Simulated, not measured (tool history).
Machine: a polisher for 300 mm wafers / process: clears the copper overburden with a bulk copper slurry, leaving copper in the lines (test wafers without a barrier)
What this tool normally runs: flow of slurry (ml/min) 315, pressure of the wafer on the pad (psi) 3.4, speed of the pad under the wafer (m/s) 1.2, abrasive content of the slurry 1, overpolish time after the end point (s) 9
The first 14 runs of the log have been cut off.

run,day,flow of slurry (ml/min),pressure of the wafer on the pad (psi),speed of the pad under the wafer (m/s),abrasive content of the slurry,overpolish time after the end point (s),"incoming thickness of the incoming film, nm",time until the end point was called (s),dishing of a wide line in a test structure (nm)
15,5.962,315,3.4,1.2,1,8,927.4,58.5,69.7
# day 6.625: worn pad replaced by a new one
16,6.646,315,2.9,1.2,1,9,915.3,64,67.8
17,7.15,315,3.4,1.2,1,9,908.6,59.1,73.9
18,7.433,315,3.4,1.2,1,9,908.1,58.4,73.8
19,8.721,390,4,1.2,1,12,928.1,52.8,97.7
20,9.462,385,3.4,0.86,1.1,9,921.5,79.5,58.3
21,9.779,315,4,1.2,1.1,13,934.5,53.5,100.2
22,10.229,405,3.4,1.06,1,11,925.4,65.8,77.7
23,10.875,315,2.6,1.36,1.15,11,903.4,58.1,81.8
24,11.329,315,3.4,1.02,1,5,933.1,70.6,40.8
25,11.967,315,4.3,1.52,1.2,6,918.1,38.6,74
# day 12.254: slurry blender recalibrated
26,12.504,315,3.4,1.2,1,9,925.3,60.8,74.3
27,13.042,315,3.4,0.84,0.8,9,928.4,89.5,53.7
28,13.554,385,3.4,1.2,1,11,924.5,58.6,84.4
# day 13.896: worn pad replaced by a new one
29,14.146,315,3.4,1.2,1,9,908.1,59.4,73
30,14.517,215,2.8,1.2,1,9,913.1,69.2,64.7

Forecast each of these 3 alternatives for the next run:
A,14.533,315,4.4,1.2,1,9,939.6,?,?
B,14.533,270,3.4,1.2,1,9,939.6,?,?
C,14.533,315,2.2,1.08,1,9,939.6,?,?

run,time until the end point was called (s),dishing of a wide line in a test structure (nm)
A,51.5,82.4
B,61.6,71.7
C,85.3,55.1
Without the tool's unlogged condition, the same runs would have read:
run,time until the end point was called (s),dishing of a wide line in a test structure (nm)
A,49.5,84.6
B,58.9,73.9
C,82.1,56.8
